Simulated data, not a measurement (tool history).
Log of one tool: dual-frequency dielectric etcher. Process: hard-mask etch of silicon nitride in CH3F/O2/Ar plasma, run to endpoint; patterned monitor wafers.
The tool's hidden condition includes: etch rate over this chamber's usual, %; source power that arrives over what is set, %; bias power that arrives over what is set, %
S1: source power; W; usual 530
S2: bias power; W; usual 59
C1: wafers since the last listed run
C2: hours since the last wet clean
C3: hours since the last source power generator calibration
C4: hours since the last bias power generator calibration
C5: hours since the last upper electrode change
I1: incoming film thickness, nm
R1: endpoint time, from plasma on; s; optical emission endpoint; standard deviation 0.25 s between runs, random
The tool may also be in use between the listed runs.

Run 1, hour 0.0: usual settings but S2 47 W; C1 0; C2 280.4; C3 2328.1; C4 1955.7; C5 3225.5; I1 27.57. Result: R1 37.1 s.
Run 2, hour 29.0: usual settings but S2 47 W; C1 236; C2 309.4; C3 2357.1; C4 1984.7; C5 3254.5; I1 27.42. Result: R1 37.0 s.
Run 3, hour 52.6: usual settings; C1 192; C2 333.0; C3 2380.7; C4 2008.3; C5 3278.1; I1 27.44. Result: R1 34.4 s.
Run 4, hour 81.9: usual settings but S1 460 W; C1 238; C2 362.3; C3 2410.0; C4 2037.6; C5 3307.4; I1 27.55. Result: R1 35.7 s.
Run 5, hour 96.5: usual settings but S1 460 W; C1 119; C2 376.9; C3 2424.6; C4 2052.2; C5 3322.0; I1 27.55. Result: R1 35.7 s.
Run 6, hour 116.6: usual settings; C1 163; C2 397.0; C3 2444.7; C4 2072.3; C5 3342.1; I1 27.45. Result: R1 34.5 s.
Run 7, hour 148.6: usual settings; C1 260; C2 429.0; C3 2476.7; C4 2104.3; C5 3374.1; I1 27.66. Result: R1 34.7 s.
Run 8, hour 183.8: usual settings; C1 286; C2 464.2; C3 2511.9; C4 2139.5; C5 3409.3; I1 27.31. Result: R1 34.2 s.
Run 9, hour 195.9: usual settings; C1 98; C2 476.3; C3 2524.0; C4 2151.6; C5 3421.4; I1 27.49. Result: R1 33.9 s.
Run 10, hour 215.0: usual settings; C1 155; C2 495.4; C3 2543.1; C4 2170.7; C5 3440.5; I1 27.51. Result: R1 34.3 s.
Run 11, hour 249.8: usual settings but S1 480 W; C1 283; C2 530.2; C3 2577.9; C4 2205.5; C5 3475.3; I1 27.61. Result: R1 34.6 s.
Run 12, hour 277.1: usual settings but S1 480 W; C1 222; C2 557.5; C3 2605.2; C4 2232.8; C5 3502.6; I1 27.53. Result: R1 34.7 s.
Run 13, hour 307.4: usual settings but S1 480 W; C1 247; C2 587.8; C3 2635.5; C4 2263.1; C5 3532.9; I1 27.32. Result: R1 34.5 s.
At hour 320.3: bias power generator calibrated.
At hour 333.5: source power generator calibrated.
At hour 339.2: upper electrode replaced.
Run 14, hour 339.7: usual settings; C1 152; C2 620.1; C3 6.2; C4 19.4; C5 0.5; I1 27.55. Result: R1 33.7 s.
Run 15, hour 360.5: usual settings; C1 169; C2 640.9; C3 27.0; C4 40.2; C5 21.3; I1 27.39. Result: R1 33.7 s.
Run 16, hour 380.6: usual settings; C1 163; C2 661.0; C3 47.1; C4 60.3; C5 41.4; I1 27.65. Result: R1 34.0 s.
At hour 425.8: wet clean of the chamber.
Run 17, hour 426.3: usual settings but S1 610 W; C1 176; C2 0.5; C3 92.8; C4 106.0; C5 87.1; I1 27.82. Result: R1 34.3 s.
Run 18, hour 427.5: usual settings; C1 9; C2 1.7; C3 94.0; C4 107.2; C5 88.3; I1 27.79. Result: R1 36.1 s.
Run 19, hour 456.6: usual settings but S1 440 W, S2 49 W; C1 237; C2 30.8; C3 123.1; C4 136.3; C5 117.4; I1 27.63. Result: R1 39.3 s.
Run 20, hour 533.1: usual settings; C1 623; C2 107.3; C3 199.6; C4 212.8; C5 193.9; I1 27.59. Result: R1 35.3 s.
Run 21, hour 546.7: usual settings; C1 110; C2 120.9; C3 213.2; C4 226.4; C5 207.5; I1 27.51. Result: R1 35.4 s.
Run 22, hour 567.3: usual settings but S1 490 W; C1 167; C2 141.5; C3 233.8; C4 247.0; C5 228.1; I1 27.33. Result: R1 35.7 s.
Run 23, hour 592.4: usual settings but S2 46 W; C1 204; C2 166.6; C3 258.9; C4 272.1; C5 253.2; I1 27.49. Result: R1 38.1 s.
Run 24, hour 626.2: usual settings but S1 600 W, S2 65 W; C1 275; C2 200.4; C3 292.7; C4 305.9; C5 287.0; I1 27.47. Result: R1 32.7 s.
Run 25, hour 638.6: usual settings; C1 101; C2 212.8; C3 305.1; C4 318.3; C5 299.4; I1 27.64. Result: R1 34.9 s.
Run 26, hour 660.0: usual settings; C1 174; C2 234.2; C3 326.5; C4 339.7; C5 320.8; I1 27.11. Result: R1 33.9 s.
Run 27, hour 693.9: usual settings but S1 570 W, S2 66 W; C1 276; C2 268.1; C3 360.4; C4 373.6; C5 354.7; I1 27.46. Result: R1 33.1 s.
Run 28, hour 725.3: usual settings; C1 256; C2 299.5; C3 391.8; C4 405.0; C5 386.1; I1 27.48. Result: R1 34.2 s.
Run 29, hour 742.7: usual settings but S2 66 W; C1 141; C2 316.9; C3 409.2; C4 422.4; C5 403.5; I1 27.59. Result: R1 33.3 s.
Run 30, hour 775.8: usual settings but S1 610 W, S2 72 W; C1 269; C2 350.0; C3 442.3; C4 455.5; C5 436.6; I1 27.65. Result: R1 31.5 s.
Run 31, hour 798.3: usual settings but S1 610 W, S2 52 W; C1 183; C2 372.5; C3 464.8; C4 478.0; C5 459.1; I1 27.13. Result: R1 33.9 s.
Run 32, hour 820.0: usual settings but S2 67 W; C1 176; C2 394.2; C3 486.5; C4 499.7; C5 480.8; I1 27.50. Result: R1 32.5 s.
Run 33, hour 841.3: usual settings but S2 70 W; C1 173; C2 415.5; C3 507.8; C4 521.0; C5 502.1; I1 27.31. Result: R1 32.4 s.

Alternative continuations, all from the tool just after run 33; predict every row:
Run A, hour 841.7: usual settings but S1 620 W; C1 3; C2 415.9; C3 508.2; C4 521.4; C5 502.5; I1 27.28. Result: R1 ?.
Run B, hour 841.7: usual settings but S1 660 W; C1 3; C2 415.9; C3 508.2; C4 521.4; C5 502.5; I1 27.28. Result: R1 ?.
Run C, hour 841.7: usual settings but S1 590 W, S2 69 W; C1 3; C2 415.9; C3 508.2; C4 521.4; C5 502.5; I1 27.28. Result: R1 ?.
Run D, hour 841.7: usual settings but S1 420 W, S2 66 W; C1 3; C2 415.9; C3 508.2; C4 521.4; C5 502.5; I1 27.28. Result: R1 ?.
Run E, hour 841.7: usual settings but S1 580 W, S2 52 W; C1 3; C2 415.9; C3 508.2; C4 521.4; C5 502.5; I1 27.28. Result: R1 ?.

run    R1
  A  32.6
  B  32.1
  C  31.3
  D  34.3
  E  34.5
Take away the tool's hidden state, keep each run's random variation, and the runs would have read:
run    R1
  A  33.8
  B  33.3
  C  32.5
  D  35.5
  E  35.7
